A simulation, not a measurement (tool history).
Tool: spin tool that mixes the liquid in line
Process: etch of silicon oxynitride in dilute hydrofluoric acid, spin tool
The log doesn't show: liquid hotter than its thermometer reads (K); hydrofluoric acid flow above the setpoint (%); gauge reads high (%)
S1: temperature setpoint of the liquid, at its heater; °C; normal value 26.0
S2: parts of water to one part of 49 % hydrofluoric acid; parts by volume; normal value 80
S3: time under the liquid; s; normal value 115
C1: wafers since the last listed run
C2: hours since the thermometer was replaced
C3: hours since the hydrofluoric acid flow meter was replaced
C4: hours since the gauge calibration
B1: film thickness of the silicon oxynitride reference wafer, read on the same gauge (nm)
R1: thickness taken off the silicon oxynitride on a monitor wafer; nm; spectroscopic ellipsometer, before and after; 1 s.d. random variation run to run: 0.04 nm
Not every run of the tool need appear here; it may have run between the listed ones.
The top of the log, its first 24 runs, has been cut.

run	hour	S1	S2	S3	C1	C2	C3	C4	B1	R1
25	1926.7	22.5	55	80	638	713.4	837.0	826.2	120.01	5.70
26	2011.6	30.5	80	115	1066	798.3	921.9	911.1	120.04	7.91
27	2092.6	26.0	80	115	1017	879.3	1002.9	992.1	119.99	6.49
28	2166.4	30.5	55	175	927	953.1	1076.7	1065.9	120.02	18.30
# hour 2218.0: gauge calibrated
29	2261.9	30.0	80	165	1199	1048.6	1172.2	43.9	120.00	11.38
30	2308.6	28.5	115	170	586	1095.3	1218.9	90.6	120.04	7.32
31	2402.6	26.0	80	115	1180	1189.3	1312.9	184.6	119.98	6.56
32	2466.1	29.5	105	95	797	1252.8	1376.4	248.1	120.01	4.76

Predict each of these 5 candidate next runs independently; none follows another, all start after run 32:
A	2466.5	26.0	80	140	5	1253.2	1376.8	248.5	?	?
B	2466.5	21.0	50	115	5	1253.2	1376.8	248.5	?	?
C	2466.5	26.0	100	85	5	1253.2	1376.8	248.5	?	?
D	2466.5	29.0	95	170	5	1253.2	1376.8	248.5	?	?
E	2466.5	26.0	45	180	5	1253.2	1376.8	248.5	?	?

run	B1	R1
A	120.00	8.06
B	120.00	8.55
C	120.00	3.84
D	120.00	9.31
E	120.00	19.03
With the hidden condition removed and each run's random variation left untouched, the same runs would have given:
run	R1
A	7.62
B	8.05
C	3.63
D	8.82
E	17.97

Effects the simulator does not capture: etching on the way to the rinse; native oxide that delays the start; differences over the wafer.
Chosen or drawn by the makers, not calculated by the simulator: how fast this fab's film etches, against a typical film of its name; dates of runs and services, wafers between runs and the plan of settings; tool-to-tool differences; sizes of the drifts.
